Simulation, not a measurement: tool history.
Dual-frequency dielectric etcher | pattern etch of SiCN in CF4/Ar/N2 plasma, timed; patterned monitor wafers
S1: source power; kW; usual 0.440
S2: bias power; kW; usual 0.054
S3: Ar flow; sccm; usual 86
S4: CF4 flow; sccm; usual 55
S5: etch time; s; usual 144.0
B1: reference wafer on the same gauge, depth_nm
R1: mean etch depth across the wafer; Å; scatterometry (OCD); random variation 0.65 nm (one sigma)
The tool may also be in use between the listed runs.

run,hour,S1,S2,S3,S4,S5,B1,R1
1,0.0,0.440,0.054,86,55,144.0,112.7,1053
2,24.0,0.440,0.054,86,55,144.0,112.6,1045
# hour 50.6: source power generator calibrated
# hour 61.3: upper electrode replaced
3,61.8,0.440,0.054,86,55,144.0,112.6,1049
# hour 117.3: Ar flow controller replaced
# hour 132.5: CF4 flow controller replaced
4,138.4,0.440,0.054,86,55,144.0,111.9,1039
5,166.0,0.440,0.054,86,55,144.0,111.8,1041
6,179.6,0.440,0.063,86,55,144.0,111.9,1087
7,210.9,0.440,0.063,86,55,144.0,111.4,1084
8,242.1,0.440,0.041,86,55,144.0,111.3,970
9,263.0,0.440,0.054,86,55,144.0,111.1,1048
10,291.7,0.480,0.054,107,55,115.0,110.7,878
# hour 341.2: gauge calibrated
# hour 345.4: wet clean of the chamber
11,345.9,0.440,0.054,86,49,126.5,113.1,913
12,355.3,0.440,0.041,86,55,144.0,113.1,995
13,379.7,0.510,0.054,95,55,182.0,113.1,1549
14,394.4,0.440,0.054,99,55,167.0,113.3,1191
15,416.6,0.440,0.054,86,55,144.0,112.9,1055
16,445.0,0.440,0.054,86,49,144.0,113.4,1050
17,463.3,0.500,0.054,70,55,117.5,113.1,1008
18,486.4,0.440,0.045,86,55,144.0,113.1,998
19,500.3,0.440,0.054,86,42,144.0,112.8,1022
20,527.6,0.440,0.054,75,47,144.0,112.9,1059
21,552.3,0.440,0.043,70,55,104.5,112.6,735
22,587.1,0.440,0.054,86,55,144.0,112.7,1047

3 ways to go on from here, each from the tool as it stands after run 22. What would each give?
A,587.6,0.440,0.054,86,51,144.0,?,?
B,587.6,0.500,0.054,86,50,120.0,?,?
C,587.6,0.440,0.046,96,50,126.0,?,?

run,B1,R1
A,112.6,1038
B,112.6,987
C,112.6,855
Without the tool's hidden state the same runs would have given:
run,R1
A,1042
B,990
C,857
